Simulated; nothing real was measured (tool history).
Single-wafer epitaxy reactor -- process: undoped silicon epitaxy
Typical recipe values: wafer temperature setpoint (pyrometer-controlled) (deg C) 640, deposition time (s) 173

| run | hour | wafer temperature setpoint (pyrometer-controlled) (deg C) | deposition time (s) | wafers since the last listed run | hours since the last pyrometer calibration | hours since the gauge calibration | read-back reference wafer on the same gauge, thickness_nm | mean film thickness on the monitor wafer (Å) |
|---|---|---|---|---|---|---|---|---|
| 1 | 0 | 640 | 173 | 0 | 648.5 | 1862.8 | 23.302 | 222.29 |
| 2 | 34.3 | 629 | 153 | 464 | 682.8 | 1897.1 | 23.267 | 146.87 |
| 3 | 101.4 | 640 | 173 | 908 | 749.9 | 1964.2 | 23.322 | 219.51 |
| 4 | 165.1 | 640 | 173 | 862 | 813.6 | 2027.9 | 23.257 | 219.2 |
|  | 214.1 | pyrometer calibrated |
| 5 | 214.6 | 640 | 173 | 562 | 0.5 | 2077.4 | 23.328 | 230.27 |
| 6 | 238.1 | 640 | 173 | 318 | 24 | 2100.9 | 23.323 | 232.69 |
| 7 | 298.3 | 640 | 173 | 815 | 84.2 | 2161.1 | 23.284 | 230.18 |
| 8 | 322.8 | 640 | 173 | 331 | 108.7 | 2185.6 | 23.297 | 228.72 |
| 9 | 384.8 | 640 | 173 | 839 | 170.7 | 2247.6 | 23.294 | 228.34 |
| 10 | 420.6 | 631 | 173 | 484 | 206.5 | 2283.4 | 23.335 | 179.05 |
| 11 | 461.1 | 631 | 173 | 548 | 247 | 2323.9 | 23.29 | 180.66 |
| 12 | 522.7 | 631 | 173 | 834 | 308.6 | 2385.5 | 23.275 | 179.14 |
| 13 | 569.6 | 640 | 173 | 635 | 355.5 | 2432.4 | 23.268 | 226.75 |
| 14 | 636 | 640 | 173 | 899 | 421.9 | 2498.8 | 23.285 | 223.23 |
| 15 | 707.9 | 640 | 173 | 973 | 493.8 | 2570.7 | 23.285 | 224.71 |
| 16 | 739.8 | 640 | 173 | 432 | 525.7 | 2602.6 | 23.293 | 223.67 |
| 17 | 793 | 640 | 173 | 720 | 578.9 | 2655.8 | 23.333 | 223.72 |
| 18 | 852.1 | 640 | 173 | 800 | 638 | 2714.9 | 23.301 | 222.23 |
| 19 | 878.8 | 640 | 173 | 361 | 664.7 | 2741.6 | 23.286 | 222.26 |
| 20 | 935 | 629 | 173 | 761 | 720.9 | 2797.8 | 23.313 | 165.63 |
|  | 967.1 | gauge calibrated |
| 21 | 995.3 | 640 | 173 | 816 | 781.2 | 28.2 | 23.293 | 220.44 |
| 22 | 1189.2 | 640 | 148 | 2626 | 975.1 | 222.1 | 23.301 | 187.28 |
|  | 1223.7 | pyrometer calibrated |
| 23 | 1240.2 | 640 | 148 | 582 | 16.5 | 273.1 | 23.239 | 196.2 |
| 24 | 1280.4 | 640 | 173 | 544 | 56.7 | 313.3 | 23.341 | 229.75 |
| 25 | 1340.7 | 648 | 204 | 816 | 117 | 373.6 | 23.316 | 327.9 |
| 26 | 1412.3 | 648 | 185 | 969 | 188.6 | 445.2 | 23.251 | 297.66 |
| 27 | 1466.9 | 640 | 173 | 739 | 243.2 | 499.8 | 23.259 | 224.79 |
| 28 | 1507.8 | 640 | 173 | 554 | 284.1 | 540.7 | 23.326 | 226.66 |
| 29 | 1565.3 | 628 | 187 | 778 | 341.6 | 598.2 | 23.262 | 179.17 |
| 30 | 1634.9 | 640 | 173 | 942 | 411.2 | 667.8 | 23.32 | 225.61 |
| 31 | 1668.4 | 640 | 173 | 453 | 444.7 | 701.3 | 23.291 | 223.67 |
| 32 | 1738.8 | 628 | 186 | 953 | 515.1 | 771.7 | 23.229 | 176.84 |
| 33 | 1800.8 | 640 | 200 | 839 | 577.1 | 833.7 | 23.301 | 256.5 |
| 34 | 1849.5 | 644 | 205 | 659 | 625.8 | 882.4 | 23.297 | 290.28 |
| 35 | 1894.1 | 645 | 140 | 604 | 670.4 | 927 | 23.35 | 204.17 |
| 36 | 1935.2 | 640 | 173 | 556 | 711.5 | 968.1 | 23.28 | 220.77 |
| 37 | 1987.5 | 640 | 173 | 708 | 763.8 | 1020.4 | 23.309 | 219.78 |
| 38 | 2028.8 | 640 | 173 | 559 | 805.1 | 1061.7 | 23.315 | 219.36 |
| 39 | 2083.2 | 640 | 173 | 736 | 859.5 | 1116.1 | 23.271 | 217.55 |
| 40 | 2111.8 | 631 | 199 | 387 | 888.1 | 1144.7 | 23.329 | 199.44 |
| 41 | 2173.7 | 632 | 152 | 838 | 950 | 1206.6 | 23.345 | 155.85 |
| 42 | 2212.9 | 627 | 173 | 530 | 989.2 | 1245.8 | 23.344 | 154.35 |
| 43 | 2266.4 | 640 | 159 | 724 | 1042.7 | 1299.3 | 23.27 | 199.08 |
|  | 2277.5 | pyrometer calibrated |
| 44 | 2319.5 | 634 | 159 | 610 | 42 | 1352.4 | 23.273 | 182.66 |
| 45 | 2348.3 | 627 | 149 | 390 | 70.8 | 1381.2 | 23.262 | 142.47 |
| 46 | 2407.4 | 650 | 161 | 800 | 129.9 | 1440.3 | 23.306 | 277.2 |
| 47 | 2588.5 | 631 | 173 | 2453 | 311 | 1621.4 | 23.235 | 183.41 |

Measured minus without-hidden-state, run by run (identical run-to-run variation in each term; gauge scatter may differ):
Unlogged tool condition in this case: wafer temperature above the value expected at the setpoint (K); gauge reads high (%).
| run | mean film thickness on the monitor wafer (Å) |
|---|---|
| 1 | -9.1 |
| 2 | -6.5 |
| 3 | -10.37 |
| 4 | -11.22 |
| 5 | -0.12 |
| 6 | -0.45 |
| 7 | -1.27 |
| 8 | -1.59 |
| 9 | -2.43 |
| 10 | -2.34 |
| 11 | -2.82 |
| 12 | -3.48 |
| 13 | -4.95 |
| 14 | -5.77 |
| 15 | -6.79 |
| 16 | -7.2 |
| 17 | -7.93 |
| 18 | -8.69 |
| 19 | -9.06 |
| 20 | -7.54 |
| 21 | -10.59 |
| 22 | -11.27 |
| 23 | -0.43 |
| 24 | -1.05 |
| 25 | -2.63 |
| 26 | -3.64 |
| 27 | -3.54 |
| 28 | -4.13 |
| 29 | -4.01 |
| 30 | -5.85 |
| 31 | -6.26 |
| 32 | -5.88 |
| 33 | -9.26 |
| 34 | -11.24 |
| 35 | -8.44 |
| 36 | -9.81 |
| 37 | -10.47 |
| 38 | -11.03 |
| 39 | -11.68 |
| 40 | -11.32 |
| 41 | -9.45 |
| 42 | -9.87 |
| 43 | -12.98 |
| 44 | +1.38 |
| 45 | +0.85 |
| 46 | +0.61 |
| 47 | -1.59 |
